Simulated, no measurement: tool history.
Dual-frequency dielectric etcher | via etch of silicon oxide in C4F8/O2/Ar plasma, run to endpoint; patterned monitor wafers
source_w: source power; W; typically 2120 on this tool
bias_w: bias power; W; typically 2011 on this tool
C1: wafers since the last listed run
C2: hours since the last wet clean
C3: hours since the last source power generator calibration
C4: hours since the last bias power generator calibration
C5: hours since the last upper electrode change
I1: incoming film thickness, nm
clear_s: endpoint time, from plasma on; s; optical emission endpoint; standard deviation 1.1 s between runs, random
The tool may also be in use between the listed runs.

{"run": 1, "hour": 0.0, "source_w": 2120, "bias_w": 2011, "C1": 0, "C2": 539.8, "C3": 1502, "C4": 1574.1, "C5": 4417.7, "I1": 1910.4, "clear_s": 354}
{"run": 2, "hour": 16.5, "source_w": 2120, "bias_w": 2011, "C1": 101, "C2": 556.3, "C3": 1518.5, "C4": 1590.6, "C5": 4434.2, "I1": 1899, "clear_s": 352.1}
{"hour": 53.1, "done": "wet clean of the chamber"}
{"run": 3, "hour": 53.6, "source_w": 2120, "bias_w": 2011, "C1": 80, "C2": 0.5, "C3": 1555.6, "C4": 1627.7, "C5": 4471.3, "I1": 1916.7, "clear_s": 357.9}
{"run": 4, "hour": 67.1, "source_w": 2120, "bias_w": 1837, "C1": 82, "C2": 14, "C3": 1569.1, "C4": 1641.2, "C5": 4484.8, "I1": 1889.3, "clear_s": 359}
{"run": 5, "hour": 92.0, "source_w": 2120, "bias_w": 2335, "C1": 152, "C2": 38.9, "C3": 1594, "C4": 1666.1, "C5": 4509.7, "I1": 1913.6, "clear_s": 345.3}
{"run": 6, "hour": 123.9, "source_w": 2120, "bias_w": 2335, "C1": 195, "C2": 70.8, "C3": 1625.9, "C4": 1698, "C5": 4541.6, "I1": 1906.2, "clear_s": 342.6}
{"run": 7, "hour": 153.9, "source_w": 2120, "bias_w": 2011, "C1": 184, "C2": 100.8, "C3": 1655.9, "C4": 1728, "C5": 4571.6, "I1": 1895.9, "clear_s": 352.4}
{"run": 8, "hour": 189.6, "source_w": 2120, "bias_w": 2011, "C1": 219, "C2": 136.5, "C3": 1691.6, "C4": 1763.7, "C5": 4607.3, "I1": 1911.6, "clear_s": 356.1}
{"run": 9, "hour": 217.3, "source_w": 2120, "bias_w": 2011, "C1": 170, "C2": 164.2, "C3": 1719.3, "C4": 1791.4, "C5": 4635, "I1": 1908, "clear_s": 352.4}
{"run": 10, "hour": 286.0, "source_w": 2120, "bias_w": 2011, "C1": 421, "C2": 232.9, "C3": 1788, "C4": 1860.1, "C5": 4703.7, "I1": 1905.1, "clear_s": 355.6}
{"run": 11, "hour": 320.2, "source_w": 2120, "bias_w": 2011, "C1": 209, "C2": 267.1, "C3": 1822.2, "C4": 1894.3, "C5": 4737.9, "I1": 1919.2, "clear_s": 356.1}
{"run": 12, "hour": 340.0, "source_w": 2120, "bias_w": 2153, "C1": 121, "C2": 286.9, "C3": 1842, "C4": 1914.1, "C5": 4757.7, "I1": 1917.8, "clear_s": 352.8}
{"run": 13, "hour": 443.9, "source_w": 2120, "bias_w": 2153, "C1": 637, "C2": 390.8, "C3": 1945.9, "C4": 2018, "C5": 4861.6, "I1": 1907.5, "clear_s": 352.9}
{"run": 14, "hour": 459.7, "source_w": 2120, "bias_w": 2153, "C1": 96, "C2": 406.6, "C3": 1961.7, "C4": 2033.8, "C5": 4877.4, "I1": 1913.4, "clear_s": 351.3}
{"run": 15, "hour": 489.6, "source_w": 2120, "bias_w": 2011, "C1": 183, "C2": 436.5, "C3": 1991.6, "C4": 2063.7, "C5": 4907.3, "I1": 1922.5, "clear_s": 360.2}
{"hour": 500.9, "done": "source power generator calibrated"}
{"run": 16, "hour": 509.3, "source_w": 2310, "bias_w": 1582, "C1": 96, "C2": 456.2, "C3": 8.4, "C4": 2083.4, "C5": 4927, "I1": 1923, "clear_s": 366.3}

Run 17, settings as shown, results not yet in. Your forecast:
{"run": 17, "hour": 535.7, "source_w": 2300, "bias_w": 1613, "C1": 162, "C2": 482.6, "C3": 34.8, "C4": 2109.8, "C5": 4953.4, "I1": 1923.6, "clear_s": "?"}

{"run 17": {"clear_s": 365}}
The same run, on a tool lacking any hidden state, would have yielded clear_s 365 s.

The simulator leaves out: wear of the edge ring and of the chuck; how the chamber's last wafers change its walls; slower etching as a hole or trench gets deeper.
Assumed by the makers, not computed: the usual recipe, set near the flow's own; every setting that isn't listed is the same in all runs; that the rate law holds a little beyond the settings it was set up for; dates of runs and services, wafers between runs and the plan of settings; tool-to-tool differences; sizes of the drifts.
